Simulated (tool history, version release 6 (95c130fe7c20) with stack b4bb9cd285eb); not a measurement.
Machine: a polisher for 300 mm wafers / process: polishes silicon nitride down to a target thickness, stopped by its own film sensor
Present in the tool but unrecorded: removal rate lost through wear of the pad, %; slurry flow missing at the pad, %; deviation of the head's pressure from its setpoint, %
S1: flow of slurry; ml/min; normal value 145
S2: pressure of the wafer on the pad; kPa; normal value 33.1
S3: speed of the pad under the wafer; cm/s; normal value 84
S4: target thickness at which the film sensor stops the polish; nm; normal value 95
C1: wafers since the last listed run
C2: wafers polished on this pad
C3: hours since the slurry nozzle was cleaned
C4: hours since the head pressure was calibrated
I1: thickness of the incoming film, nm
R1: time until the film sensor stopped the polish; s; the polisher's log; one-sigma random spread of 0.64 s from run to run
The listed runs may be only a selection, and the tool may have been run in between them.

run    hour   S1    S2   S3   S4    C1    C2     C3     C4     I1    R1
  1     0.0  145  33.1   84   95     0  1217    9.0  405.8  248.4  72.2
  2    56.9  145  33.1   84   95   592  1810   65.9  462.7  250.8  74.7
  3   113.7  145  33.1   84   95   591  2401  122.7  519.5  250.4  77.5
      173.9  -- worn pad replaced by a new one
  4   200.4  145  33.1   84   95   861   275  209.4  606.2  248.5  73.7
  5   242.2  145  33.1   84   95   435   711  251.2  648.0  249.4  72.4
  6   338.5  145  33.1   84   95  1002  1714  347.5  744.3  249.4  75.4
      428.6  -- worn pad replaced by a new one
      440.4  -- head pressure recalibrated
  7   444.8  145  33.1   84   95  1044   148  453.8    4.4  248.4  70.7
      497.1  -- slurry nozzle cleaned
  8   515.9  145  33.1   84   95   729   878   18.8   75.5  249.1  72.5
  9   584.9  145  38.6   84   95   718  1596   87.8  144.5  251.6  64.4
      669.3  -- worn pad replaced by a new one
 10   687.7  145  36.5   98   70  1028   191  190.6  247.3  248.9  66.7
 11   739.4  145  33.1   84   95   538   729  242.3  299.0  252.5  72.8
 12   833.7  125  42.7   84  145   981  1711  336.6  393.3  248.4  39.7
 13   873.6  170  26.2  102   95   415  2127  376.5  433.2  249.5  82.4
      922.3  -- worn pad replaced by a new one
 14   984.1  145  33.1   68   95  1109   643  487.0  543.7  248.1  82.6
     1018.3  -- slurry nozzle cleaned
 15  1068.5  145  33.1   84   95   868  1512   50.2  628.1  251.4  74.1
 16  1144.0  180  40.7  104  119   786  2298  125.7  703.6  250.1  42.9
     1190.8  -- worn pad replaced by a new one
 17  1211.6  115  33.1   84   95   662   216  193.3  771.2  254.4  77.7
 18  1307.5  145  33.1   84   95   998  1214  289.2  867.1  251.4  73.5
 19  1364.1  145  33.1   84   95   589  1804  345.8  923.7  255.2  77.1

Below are 3 alternative next runs, each starting from the tool's condition after run 19. Predict each:
  A  1364.5  145  23.4   84  95   4  1808  346.2  924.1  247.5   ?
  B  1364.5  145  33.1  106  95   4  1808  346.2  924.1  247.5   ?
  C  1364.5  110  33.1   84  95   4  1808  346.2  924.1  247.5   ?

run     R1
  A  103.7
  B   61.0
  C   77.0
Stripped of hidden state, with their random variation kept, the same runs would have yielded:
run    R1
  A  98.9
  B  58.1
  C  73.5
